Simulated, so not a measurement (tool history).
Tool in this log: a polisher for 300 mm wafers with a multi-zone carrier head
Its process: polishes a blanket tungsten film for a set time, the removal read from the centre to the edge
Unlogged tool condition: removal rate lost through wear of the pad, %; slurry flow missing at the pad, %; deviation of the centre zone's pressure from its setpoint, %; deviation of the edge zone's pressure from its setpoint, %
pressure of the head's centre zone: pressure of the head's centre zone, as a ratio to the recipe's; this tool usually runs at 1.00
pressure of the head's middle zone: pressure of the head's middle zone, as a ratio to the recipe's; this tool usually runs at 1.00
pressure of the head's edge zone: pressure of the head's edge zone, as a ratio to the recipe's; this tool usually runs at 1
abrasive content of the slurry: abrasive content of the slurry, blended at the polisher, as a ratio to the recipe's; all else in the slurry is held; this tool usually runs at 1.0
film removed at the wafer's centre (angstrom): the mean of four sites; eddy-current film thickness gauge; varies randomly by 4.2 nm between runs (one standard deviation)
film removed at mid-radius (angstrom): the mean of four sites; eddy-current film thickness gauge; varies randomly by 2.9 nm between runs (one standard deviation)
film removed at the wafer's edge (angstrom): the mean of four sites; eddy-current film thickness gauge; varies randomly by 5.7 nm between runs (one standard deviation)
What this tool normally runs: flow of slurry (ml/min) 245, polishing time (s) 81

run	day	flow of slurry (ml/min)	pressure of the head's centre zone	pressure of the head's middle zone	pressure of the head's edge zone	abrasive content of the slurry	polishing time (s)	wafers since the last listed run	wafers polished on this pad	hours since the slurry nozzle was cleaned	hours since the centre zone pressure was calibrated	hours since the edge zone pressure was calibrated	hours since the carrier head's membrane was replaced	incoming thickness of the incoming film, nm	film removed at the wafer's centre (angstrom)	film removed at mid-radius (angstrom)	film removed at the wafer's edge (angstrom)
1	0.000	245	1.00	1.00	1	1.0	81	0	400	198.9	106.6	211.8	391.9	1334.4	4308	4271	4304
# day 6.246: slurry nozzle cleaned
2	10.321	245	1.00	1.00	1	1.0	81	3004	3405	97.8	354.3	459.5	639.6	1367.7	4231	4298	4293
# day 13.138: worn pad replaced by a new one
3	13.158	245	1.00	1.00	1	1.0	81	780	5	165.9	422.4	527.6	707.7	1346.1	4180	4315	4275
# day 14.542: edge zone pressure recalibrated
4	15.542	245	1.00	1.00	1	1.0	81	672	678	223.1	479.6	24.0	764.9	1359.3	4189	4217	4248
5	18.075	245	1.00	1.00	1	1.0	81	740	1418	283.9	540.4	84.8	825.7	1363.2	4142	4171	4103
# day 21.504: slurry nozzle cleaned
# day 22.058: carrier head's membrane replaced by a new one
6	22.525	245	1.00	1.00	1	1.0	81	1227	2646	24.5	647.2	191.6	11.2	1355.3	4293	4295	4422
# day 26.458: worn pad replaced by a new one
7	26.671	245	1.00	1.00	1	1.0	81	1163	61	124.0	746.7	291.1	110.7	1355.5	4252	4312	4254
8	29.167	245	1.00	1.00	1	1.0	81	729	791	183.9	806.6	351.0	170.6	1349.0	4235	4274	4280
9	31.617	245	1.00	1.00	1	1.0	81	716	1507	242.7	865.4	409.8	229.4	1365.4	4271	4278	4233
# day 34.700: centre zone pressure recalibrated
10	34.875	245	0.94	0.92	1	1.0	81	928	2435	320.9	4.2	488.0	307.6	1361.0	3829	3892	4084
# day 36.475: slurry nozzle cleaned
11	37.592	245	1.00	1.00	1	1.0	103	781	3217	26.8	69.4	553.2	372.8	1348.6	5522	5574	5471

The next listed run, before its measurement:
# day 39.550: worn pad replaced by a new one
12	41.738	245	1.00	1.00	1	0.7	81	1163	639	126.3	168.9	652.7	472.3	1348.6	?	?	?

film removed at the wafer's centre (angstrom): 3667
film removed at mid-radius (angstrom): 3723
film removed at the wafer's edge (angstrom): 3629
With no hidden state in the tool, this same run would have given film removed at the wafer's centre (angstrom) 3695, film removed at mid-radius (angstrom) 3749, film removed at the wafer's edge (angstrom) 3648.

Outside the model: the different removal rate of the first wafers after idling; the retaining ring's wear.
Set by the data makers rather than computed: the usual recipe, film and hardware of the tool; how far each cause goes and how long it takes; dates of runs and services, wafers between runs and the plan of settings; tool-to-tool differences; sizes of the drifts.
